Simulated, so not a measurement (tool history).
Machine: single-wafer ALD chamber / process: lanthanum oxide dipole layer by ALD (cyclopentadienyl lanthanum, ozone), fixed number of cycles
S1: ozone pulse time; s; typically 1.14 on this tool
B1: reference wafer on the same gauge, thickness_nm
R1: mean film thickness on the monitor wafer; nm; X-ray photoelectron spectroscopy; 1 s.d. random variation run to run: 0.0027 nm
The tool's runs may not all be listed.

{"run": 1, "hour": 0.0, "S1": 1.14, "B1": 0.594, "R1": 0.536}
{"run": 2, "hour": 102.1, "S1": 1.14, "B1": 0.595, "R1": 0.526}
{"run": 3, "hour": 182.1, "S1": 1.14, "B1": 0.595, "R1": 0.53}
{"run": 4, "hour": 251.5, "S1": 1.14, "B1": 0.595, "R1": 0.535}
{"run": 5, "hour": 288.8, "S1": 0.99, "B1": 0.595, "R1": 0.516}
{"hour": 371.5, "done": "ozone generator serviced"}
{"run": 6, "hour": 372.0, "S1": 1.25, "B1": 0.596, "R1": 0.563}
{"run": 7, "hour": 422.0, "S1": 1.25, "B1": 0.595, "R1": 0.557}
{"run": 8, "hour": 516.0, "S1": 1.24, "B1": 0.595, "R1": 0.554}
{"run": 9, "hour": 584.9, "S1": 0.79, "B1": 0.595, "R1": 0.485}
{"run": 10, "hour": 675.4, "S1": 0.9, "B1": 0.595, "R1": 0.5}
{"run": 11, "hour": 730.9, "S1": 0.9, "B1": 0.596, "R1": 0.501}
{"run": 12, "hour": 829.6, "S1": 1.14, "B1": 0.595, "R1": 0.537}
{"run": 13, "hour": 880.5, "S1": 1.29, "B1": 0.595, "R1": 0.55}
{"run": 14, "hour": 971.0, "S1": 1.14, "B1": 0.595, "R1": 0.532}
{"run": 15, "hour": 1017.5, "S1": 1.14, "B1": 0.594, "R1": 0.536}
{"run": 16, "hour": 1088.1, "S1": 0.84, "B1": 0.595, "R1": 0.489}
{"run": 17, "hour": 1149.3, "S1": 0.84, "B1": 0.596, "R1": 0.482}
{"run": 18, "hour": 1249.8, "S1": 0.83, "B1": 0.595, "R1": 0.479}
{"run": 19, "hour": 1310.8, "S1": 1, "B1": 0.595, "R1": 0.51}
{"run": 20, "hour": 1367.3, "S1": 1.14, "B1": 0.595, "R1": 0.531}
{"run": 21, "hour": 1520.7, "S1": 1.47, "B1": 0.595, "R1": 0.561}
{"hour": 1583.3, "done": "ozone generator serviced"}
{"hour": 1613.3, "done": "gauge calibrated"}
{"hour": 1647.6, "done": "thermocouple changed; heater temperature recalibrated"}
{"hour": 1704.6, "done": "showerhead replaced, of another model than before"}
{"run": 22, "hour": 1705.1, "S1": 1.46, "B1": 0.595, "R1": 0.565}
{"run": 23, "hour": 1758.1, "S1": 1.14, "B1": 0.595, "R1": 0.545}
{"run": 24, "hour": 1997.1, "S1": 0.78, "B1": 0.595, "R1": 0.512}
{"run": 25, "hour": 2067.3, "S1": 0.72, "B1": 0.595, "R1": 0.506}
{"run": 26, "hour": 2167.9, "S1": 1.14, "B1": 0.594, "R1": 0.544}
{"run": 27, "hour": 2225.8, "S1": 0.9, "B1": 0.594, "R1": 0.526}
{"run": 28, "hour": 2275.9, "S1": 1.4, "B1": 0.595, "R1": 0.559}
{"run": 29, "hour": 2313.9, "S1": 1.43, "B1": 0.594, "R1": 0.556}
{"run": 30, "hour": 2369.5, "S1": 1.57, "B1": 0.595, "R1": 0.57}
{"run": 31, "hour": 2453.5, "S1": 1.14, "B1": 0.595, "R1": 0.537}
{"run": 32, "hour": 2517.4, "S1": 1.14, "B1": 0.595, "R1": 0.539}
{"run": 33, "hour": 2594.0, "S1": 1.14, "B1": 0.595, "R1": 0.536}
{"run": 34, "hour": 2698.5, "S1": 1.44, "B1": 0.596, "R1": 0.56}
{"run": 35, "hour": 2740.0, "S1": 1.14, "B1": 0.595, "R1": 0.54}

Here are 3 independent what-if runs from the current tool condition. What would each one return?
{"run": "A", "hour": 2740.4, "S1": 0.92, "B1": "?", "R1": "?"}
{"run": "B", "hour": 2740.4, "S1": 0.8, "B1": "?", "R1": "?"}
{"run": "C", "hour": 2740.4, "S1": 1.54, "B1": "?", "R1": "?"}

run=A B1=0.595 R1=0.522
run=B B1=0.595 R1=0.511
run=C B1=0.595 R1=0.563
Take away the tool's hidden state, keep each run's random variation, and the runs would have read:
run=A R1=0.534
run=B R1=0.524
run=C R1=0.572

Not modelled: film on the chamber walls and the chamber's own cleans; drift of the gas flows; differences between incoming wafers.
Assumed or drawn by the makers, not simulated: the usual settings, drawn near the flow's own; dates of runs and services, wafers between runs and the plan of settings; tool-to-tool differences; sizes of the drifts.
